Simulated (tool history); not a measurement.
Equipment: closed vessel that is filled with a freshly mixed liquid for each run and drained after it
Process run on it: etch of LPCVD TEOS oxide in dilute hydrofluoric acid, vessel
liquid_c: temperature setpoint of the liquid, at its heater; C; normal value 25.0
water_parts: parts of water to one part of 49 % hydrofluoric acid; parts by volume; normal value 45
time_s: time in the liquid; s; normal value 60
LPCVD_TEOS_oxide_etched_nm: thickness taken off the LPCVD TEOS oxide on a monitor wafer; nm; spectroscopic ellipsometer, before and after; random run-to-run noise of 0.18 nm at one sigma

run	hour	liquid_c	water_parts	time_s	wafers since the last listed run	hours since the thermometer was replaced	hours since the hydrofluoric acid flow meter was replaced	hours since the gauge calibration	read-back film thickness of the LPCVD TEOS oxide reference wafer, read on the same gauge (nm)	LPCVD_TEOS_oxide_etched_nm
1	0.0	25.0	40	60	0	435.8	2216.9	930.6	30.00	34.32
2	22.0	26.5	45	60	3059	457.8	2238.9	952.6	29.98	32.38
3	55.4	25.0	45	60	4645	491.2	2272.3	986.0	29.98	30.68
4	77.8	25.0	50	75	3115	513.6	2294.7	1008.4	30.00	34.15
5	106.4	25.0	50	75	3977	542.2	2323.3	1037.0	30.00	34.71
6	141.0	25.0	45	60	4812	576.8	2357.9	1071.6	30.05	31.07
# hour 156.8: gauge calibrated
7	169.7	25.0	45	60	3991	605.5	2386.6	12.9	30.03	31.50
# hour 180.1: thermometer replaced
8	202.1	25.0	45	60	4367	22.0	2419.0	45.3	29.99	29.62
9	230.9	25.0	45	60	4005	50.8	2447.8	74.1	30.01	30.07
10	264.8	25.0	45	60	4715	84.7	2481.7	108.0	30.02	29.88
11	288.7	25.0	45	60	3324	108.6	2505.6	131.9	30.01	30.10
12	323.5	28.5	45	60	4840	143.4	2540.4	166.7	30.00	35.14
13	344.8	25.0	45	60	2962	164.7	2561.7	188.0	30.02	30.27
14	368.5	25.0	45	60	3296	188.4	2585.4	211.7	30.01	30.62
15	387.5	25.0	55	60	2642	207.4	2604.4	230.7	30.00	24.35
16	427.0	25.0	45	35	5493	246.9	2643.9	270.2	30.00	17.79
17	451.2	21.5	60	60	3365	271.1	2668.1	294.4	30.02	19.63
18	493.3	22.5	35	75	5855	313.2	2710.2	336.5	30.00	45.64
19	511.0	21.5	45	60	2461	330.9	2727.9	354.2	29.98	26.70
# hour 530.3: hydrofluoric acid flow meter replaced
20	538.8	28.0	25	70	3727	358.7	8.5	382.0	29.98	67.12
21	554.5	20.0	60	60	2183	374.4	24.2	397.7	30.02	16.66
22	570.6	21.5	55	30	2239	390.5	40.3	413.8	29.98	9.60
23	583.4	25.0	45	60	1780	403.3	53.1	426.6	29.99	27.99
24	598.8	21.0	30	30	2141	418.7	68.5	442.0	30.00	17.98
25	631.4	21.5	35	90	4534	451.3	101.1	474.6	30.00	47.40
26	705.2	21.0	60	60	10264	525.1	174.9	548.4	30.06	17.81
27	723.0	29.0	40	60	2475	542.9	192.7	566.2	30.03	37.79
28	737.6	23.5	45	30	2030	557.5	207.3	580.8	30.03	13.45
29	761.9	25.0	25	70	3379	581.8	231.6	605.1	29.96	61.38
30	795.6	25.0	60	90	4687	615.5	265.3	638.8	29.97	31.86
31	818.7	25.0	45	60	3212	638.6	288.4	661.9	29.98	28.56
32	835.1	25.0	30	60	2281	655.0	304.8	678.3	30.00	44.27

Forecast each of these 5 alternatives for the next run:
A	835.8	20.5	45	60	97	655.7	305.5	679.0	?	?
B	835.8	27.5	30	45	97	655.7	305.5	679.0	?	?
C	835.8	25.0	45	70	97	655.7	305.5	679.0	?	?
D	835.8	28.0	55	85	97	655.7	305.5	679.0	?	?
E	835.8	27.0	40	60	97	655.7	305.5	679.0	?	?

run	read-back film thickness of the LPCVD TEOS oxide reference wafer, read on the same gauge (nm)	LPCVD_TEOS_oxide_etched_nm
A	30.01	23.96
B	30.01	36.67
C	30.01	33.65
D	30.01	37.14
E	30.01	35.41
Without the tool's unlogged condition, the same runs would have read:
run	LPCVD_TEOS_oxide_etched_nm
A	21.13
B	32.44
C	29.74
D	32.88
E	31.33
